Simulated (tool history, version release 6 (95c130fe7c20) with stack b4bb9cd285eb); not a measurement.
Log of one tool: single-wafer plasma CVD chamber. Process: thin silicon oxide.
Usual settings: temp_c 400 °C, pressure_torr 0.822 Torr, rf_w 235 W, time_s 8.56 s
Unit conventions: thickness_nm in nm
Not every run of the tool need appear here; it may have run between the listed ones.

run   hour  temp_c  pressure_torr  rf_w  time_s  wafers since the last listed run  hours since the last thermocouple change  hours since the last RF generator calibration  hours since the last manometer calibration  hours since the showerhead was replaced  hours since the gauge calibration  read-back reference wafer on the same gauge, thickness_nm  thickness_nm
  1      0     400          0.822   235    8.56                                 0                                    1095.3                                         1938.4                                        1264                                   6680.6                               52.9                                                     16.902        14.089
  2   34.4     400          0.822   235    8.56                              1022                                    1129.7                                         1972.8                                      1298.4                                     6715                               87.3                                                     16.903        14.082
  3   66.7     400          0.822   235    8.56                               960                                      1162                                         2005.1                                      1330.7                                   6747.3                              119.6                                                     16.898        14.046
  4   81.6     400          0.822   225    8.56                               442                                    1176.9                                           2020                                      1345.6                                   6762.2                              134.5                                                     16.904        13.763
  5  107.2     400          0.822   225    8.56                               761                                    1202.5                                         2045.6                                      1371.2                                   6787.8                              160.1                                                     16.902         13.68
  6  126.1     400          0.822   235    8.56                               561                                    1221.4                                         2064.5                                      1390.1                                   6806.7                                179                                                       16.9        13.993
  7  157.2     400          0.822   235    8.56                               924                                    1252.5                                         2095.6                                      1421.2                                   6837.8                              210.1                                                     16.902        13.986
     159.6  -- gauge calibrated
     172.4  -- showerhead replaced
  8  185.3     400          0.822   235    8.56                               597                                    1280.6                                         2123.7                                      1449.3                                     12.9                               25.7                                                     16.899        13.971
     195.2  -- thermocouple changed; heater temperature recalibrated
  9  211.9     400          1.007   210    9.44                               552                                      16.7                                         2150.3                                      1475.9                                     39.5                               52.3                                                     16.898        17.543
     227.7  -- RF generator calibrated
     250.8  -- capacitance manometer re-zeroed and calibrated
 10  251.3     390          0.822   235    7.37                               695                                      56.1                                           23.6                                         0.5                                     78.9                               91.7                                                       16.9        12.981
 11  272.3     412          0.822   270    9.85                               624                                      77.1                                           44.6                                        21.5                                     99.9                              112.7                                                     16.898        18.224
 12  289.3     414          0.822   235    8.56                               505                                      94.1                                           61.6                                        38.5                                    116.9                              129.7                                                     16.904        14.872
 13  305.3     400          0.822   235    8.56                               475                                     110.1                                           77.6                                        54.5                                    132.9                              145.7                                                     16.898        14.996
 14  320.2     400          0.822   235    8.56                               442                                       125                                           92.5                                        69.4                                    147.8                              160.6                                                     16.899        15.013
 15  354.3     400           0.95   260    9.95                              1013                                     159.1                                          126.6                                       103.5                                    181.9                              194.7                                                     16.899         20.78

For each run, what was the tool's unlogged condition?
wafer temperature above the value expected at the setpoint (K): 0 at every run
gauge reads high (%): 0 at every run
H1: delivered RF power above the setpoint (%)
H2: true pressure above the setpoint (%)
run     H1      H2
  1  -8.59   -2.89
  2  -8.72   -2.96
  3  -8.85   -3.03
  4  -8.91   -3.06
  5  -9.01   -3.11
  6  -9.08   -3.15
  7   -9.2   -3.22
  8  -9.31   -3.28
  9  -9.41   -3.33
 10   -1.4  -0.202
 11  -1.48  -0.246
 12  -1.55  -0.282
 13  -1.61  -0.315
 14  -1.67  -0.346
 15   -1.8  -0.418
